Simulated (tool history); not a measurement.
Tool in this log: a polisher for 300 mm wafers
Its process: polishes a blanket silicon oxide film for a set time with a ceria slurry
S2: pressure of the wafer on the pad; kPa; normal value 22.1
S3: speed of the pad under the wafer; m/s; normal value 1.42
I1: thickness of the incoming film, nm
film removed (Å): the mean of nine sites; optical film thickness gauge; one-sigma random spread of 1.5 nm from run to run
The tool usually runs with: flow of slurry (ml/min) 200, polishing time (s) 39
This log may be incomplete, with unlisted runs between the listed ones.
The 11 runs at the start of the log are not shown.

-- hour=962.7 slurry nozzle cleaned
run 12 hour=991.5 | flow_of_slurry_(ml/min)=200 S2=22.1 S3=1.42 polishing_time_(s)=39 | I1=889.1 | film_removed_(Å)=2556
run 13 hour=1049.3 | flow_of_slurry_(ml/min)=200 S2=22.1 S3=1.42 polishing_time_(s)=39 | I1=877.7 | film_removed_(Å)=2561
run 14 hour=1125.8 | flow_of_slurry_(ml/min)=200 S2=22.1 S3=1.42 polishing_time_(s)=39 | I1=870.4 | film_removed_(Å)=2552
run 15 hour=1391.5 | flow_of_slurry_(ml/min)=200 S2=22.1 S3=1.42 polishing_time_(s)=39 | I1=866 | film_removed_(Å)=2554
-- hour=1402.6 worn pad replaced by a new one
run 16 hour=1456.2 | flow_of_slurry_(ml/min)=200 S2=22.1 S3=1.42 polishing_time_(s)=39 | I1=872.1 | film_removed_(Å)=2574
run 17 hour=1519.3 | flow_of_slurry_(ml/min)=230 S2=22.1 S3=1.42 polishing_time_(s)=32 | I1=871.6 | film_removed_(Å)=2138
run 18 hour=1563.3 | flow_of_slurry_(ml/min)=200 S2=22.1 S3=1.74 polishing_time_(s)=39 | I1=883.9 | film_removed_(Å)=3145
run 19 hour=1655.7 | flow_of_slurry_(ml/min)=160 S2=22.1 S3=1.76 polishing_time_(s)=39 | I1=865.1 | film_removed_(Å)=3052
-- hour=1713.1 slurry nozzle cleaned
run 20 hour=1752.5 | flow_of_slurry_(ml/min)=130 S2=16.5 S3=1.42 polishing_time_(s)=39 | I1=882.5 | film_removed_(Å)=1987
run 21 hour=1831.9 | flow_of_slurry_(ml/min)=200 S2=22.1 S3=1.64 polishing_time_(s)=39 | I1=864.6 | film_removed_(Å)=2974
run 22 hour=1878.5 | flow_of_slurry_(ml/min)=200 S2=22.1 S3=1.42 polishing_time_(s)=39 | I1=892.4 | film_removed_(Å)=2555
run 23 hour=1944 | flow_of_slurry_(ml/min)=160 S2=22.1 S3=1.76 polishing_time_(s)=39 | I1=861.8 | film_removed_(Å)=3068
run 24 hour=2045.5 | flow_of_slurry_(ml/min)=270 S2=28.3 S3=1.6 polishing_time_(s)=29 | I1=885.2 | film_removed_(Å)=2597
-- hour=2057.9 worn pad replaced by a new one
-- hour=2117.3 head pressure recalibrated
run 25 hour=2123.7 | flow_of_slurry_(ml/min)=200 S2=17.2 S3=1.06 polishing_time_(s)=39 | I1=879.5 | film_removed_(Å)=1676
run 26 hour=2162.1 | flow_of_slurry_(ml/min)=220 S2=15.2 S3=1.12 polishing_time_(s)=39 | I1=873.7 | film_removed_(Å)=1645
run 27 hour=2269.6 | flow_of_slurry_(ml/min)=200 S2=22.1 S3=1.42 polishing_time_(s)=34 | I1=871 | film_removed_(Å)=2214
-- hour=2357.2 slurry nozzle cleaned
run 28 hour=2357.7 | flow_of_slurry_(ml/min)=200 S2=22.1 S3=1.42 polishing_time_(s)=28 | I1=891 | film_removed_(Å)=1832
run 29 hour=2419.8 | flow_of_slurry_(ml/min)=200 S2=22.1 S3=1.1 polishing_time_(s)=39 | I1=881 | film_removed_(Å)=1991
run 30 hour=2494.2 | flow_of_slurry_(ml/min)=265 S2=22.1 S3=1.42 polishing_time_(s)=35 | I1=895 | film_removed_(Å)=2405
run 31 hour=2553.6 | flow_of_slurry_(ml/min)=200 S2=24.1 S3=1.68 polishing_time_(s)=35 | I1=874.9 | film_removed_(Å)=2864
run 32 hour=2641.9 | flow_of_slurry_(ml/min)=200 S2=18.6 S3=1.42 polishing_time_(s)=39 | I1=895.8 | film_removed_(Å)=2318

What does the tool deliver on the next run?
run 33 hour=2745.5 | flow_of_slurry_(ml/min)=200 S2=22.1 S3=1.42 polishing_time_(s)=39 | I1=869.5 | film_removed_(Å)=?

film removed (Å): 2581
Had the tool carried no hidden state, the very same run would have given film removed (Å) 2581.
